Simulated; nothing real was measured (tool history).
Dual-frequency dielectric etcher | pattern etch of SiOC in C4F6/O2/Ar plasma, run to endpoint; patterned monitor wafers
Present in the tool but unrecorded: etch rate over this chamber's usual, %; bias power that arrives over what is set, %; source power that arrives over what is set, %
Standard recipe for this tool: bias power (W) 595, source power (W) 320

run    hour  bias power (W)  source power (W)  wafers since the last listed run  hours since the last wet clean  hours since the last bias power generator calibration  hours since the last source power generator calibration  hours since the last upper electrode change  incoming incoming film thickness, nm  endpoint time (s)
  1       0             628               350                                 0                             318                                                 3667.9                                                   1997.6                                         1404                                  49.7               16.7
  2    25.4             595               350                               492                           343.4                                                 3693.3                                                     2023                                       1429.4                                  50.1               17.5
  3    83.4             595               350                              1125                           401.4                                                 3751.3                                                     2081                                       1487.4                                  50.3               17.6
      113.2  -- wet clean of the chamber
  4   123.5             595               350                               312                            10.3                                                 3791.4                                                   2121.1                                       1527.5                                  49.9               17.2
  5     156             595               320                               630                            42.8                                                 3823.9                                                   2153.6                                         1560                                  50.3                 18
  6   191.6             595               380                               690                            78.4                                                 3859.5                                                   2189.2                                       1595.6                                  50.5               16.6
  7   225.6             595               380                               659                           112.4                                                 3893.5                                                   2223.2                                       1629.6                                  50.3               16.5
  8   261.1             595               380                               688                           147.9                                                   3929                                                   2258.7                                       1665.1                                  49.6               16.6
  9     309             595               320                               929                           195.8                                                 3976.9                                                   2306.6                                         1713                                  50.4               18.1
 10   342.2             595               320                               643                             229                                                 4010.1                                                   2339.8                                       1746.2                                  49.4               17.7
 11   396.8             662               320                              1059                           283.6                                                 4064.7                                                   2394.4                                       1800.8                                  50.6               17.6
 12   422.9             595               320                               506                           309.7                                                 4090.8                                                   2420.5                                       1826.9                                  50.2               18.3
 13   448.6             595               320                               498                           335.4                                                 4116.5                                                   2446.2                                       1852.6                                  49.6               18.3
 14   510.9             595               370                              1208                           397.7                                                 4178.8                                                   2508.5                                       1914.9                                  50.7               17.4
 15   539.6             595               370                               556                           426.4                                                 4207.5                                                   2537.2                                       1943.6                                    50               17.4
      595.4  -- wet clean of the chamber
 16   595.9             539               370                               626                             0.5                                                 4263.8                                                   2593.5                                       1999.9                                  49.7               17.2
 17   613.5             595               320                               341                            18.1                                                 4281.4                                                   2611.1                                       2017.5                                    50               17.5
 18   644.2             541               390                               595                            48.8                                                 4312.1                                                   2641.8                                       2048.2                                  49.3               16.8
      693.2  -- upper electrode replaced
 19   693.7             507               370                               494                            98.3                                                 4361.6                                                   2691.3                                          0.5                                  50.2                 18
 20   758.3             523               320                              1253                           162.9                                                 4426.2                                                   2755.9                                         65.1                                  50.6                 19
      784.9  -- bias power generator calibrated
 21   804.1             595               350                               810                           208.7                                                   19.2                                                   2801.7                                        110.9                                  50.5               17.7
      831.8  -- source power generator calibrated
 22   832.3             739               250                               469                           236.9                                                   47.4                                                      0.5                                        139.1                                  49.6               18.5
 23   870.7             697               290                               744                           275.3                                                   85.8                                                     38.9                                        177.5                                  50.1               17.9
 24   902.6             658               370                               618                           307.2                                                  117.7                                                     70.8                                        209.4                                  49.9               16.6
 25     932             480               340                               570                           336.6                                                  147.1                                                    100.2                                        238.8                                  49.8               19.2
 26   973.9             494               390                               812                           378.5                                                    189                                                    142.1                                        280.7                                  50.3               18.2
       1017  -- wet clean of the chamber
 27  1017.5             595               380                               380                             0.5                                                  232.6                                                    185.7                                        324.3                                  50.1               16.3
 28  1039.2             471               320                               420                            22.2                                                  254.3                                                    207.4                                          346                                  49.7               19.1
 29  1088.6             595               350                               958                            71.6                                                  303.7                                                    256.8                                        395.4                                  50.2               17.1
 30  1128.5             595               320                               773                           111.5                                                  343.6                                                    296.7                                        435.3                                  50.3               17.7

Measured less the same run without the tool's hidden state. The same run-to-run variation is in both; the gauge's scatter may not be:
run  endpoint time (s)
  1               +0.4
  2               +0.5
  3               +0.7
  4               +0.1
  5               +0.2
  6               +0.2
  7               +0.3
  8               +0.4
  9               +0.5
 10               +0.5
 11               +0.6
 12               +0.7
 13               +0.8
 14               +0.9
 15                 +1
 16               +0.1
 17               +0.2
 18               +0.2
 19               +0.3
 20               +0.5
 21               +0.6
 22               +0.6
 23               +0.7
 24               +0.7
 25               +0.8
 26               +0.9
 27                 +0
 28               +0.1
 29               +0.1
 30               +0.2

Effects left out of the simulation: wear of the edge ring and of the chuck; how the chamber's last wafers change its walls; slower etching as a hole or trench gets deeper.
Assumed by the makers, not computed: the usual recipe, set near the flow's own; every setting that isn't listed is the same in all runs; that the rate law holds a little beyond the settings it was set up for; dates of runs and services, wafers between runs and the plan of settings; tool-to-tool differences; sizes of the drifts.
